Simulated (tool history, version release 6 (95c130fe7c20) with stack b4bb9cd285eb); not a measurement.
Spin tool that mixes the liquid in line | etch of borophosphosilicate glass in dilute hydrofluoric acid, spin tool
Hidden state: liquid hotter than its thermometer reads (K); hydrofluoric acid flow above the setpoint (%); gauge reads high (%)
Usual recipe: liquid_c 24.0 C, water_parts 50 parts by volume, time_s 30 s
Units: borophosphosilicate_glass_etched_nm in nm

run    day  liquid_c  water_parts  time_s  wafers since the last listed run  hours since the thermometer was replaced  hours since the hydrofluoric acid flow meter was replaced  hours since the gauge calibration  read-back film thickness of the borophosphosilicate glass reference wafer, read on the same gauge (nm)  borophosphosilicate_glass_etched_nm
  1  0.000      24.0           50      30                                 0                                     325.7                                                      812.2                               19.7                                                                                                   30.02                                29.29
  2  0.604      24.0           50      30                               231                                     340.2                                                      826.7                               34.2                                                                                                   30.03                                29.64
  3  1.950      24.0           50      30                               516                                     372.5                                                      859.0                               66.5                                                                                                   30.00                                30.39
  4  3.358      24.0           50      40                               540                                     406.3                                                      892.8                              100.3                                                                                                   29.96                                40.36
  5  4.067      24.0           50      40                               271                                     423.3                                                      909.8                              117.3                                                                                                   30.01                                41.09
  6  4.583      24.0           50      30                               198                                     435.7                                                      922.2                              129.7                                                                                                   29.98                                30.60
     5.462  -- hydrofluoric acid flow meter replaced
  7  5.742      24.0           45      30                               428                                     463.5                                                        6.7                              157.5                                                                                                   30.02                                30.34

Run 8 has not been measured yet. What should we expect?
     6.283  -- gauge calibrated
  8  7.121      22.5           40      30                               529                                     496.6                                                       39.8                               20.1                                                                                                       ?                                    ?

Run 8 came out at read-back film thickness of the borophosphosilicate glass reference wafer, read on the same gauge (nm) 29.95, borophosphosilicate_glass_etched_nm 32.59 nm.
Were there no unlogged condition in the tool, this run, its random variation unchanged, would have produced borophosphosilicate_glass_etched_nm 29.47 nm.
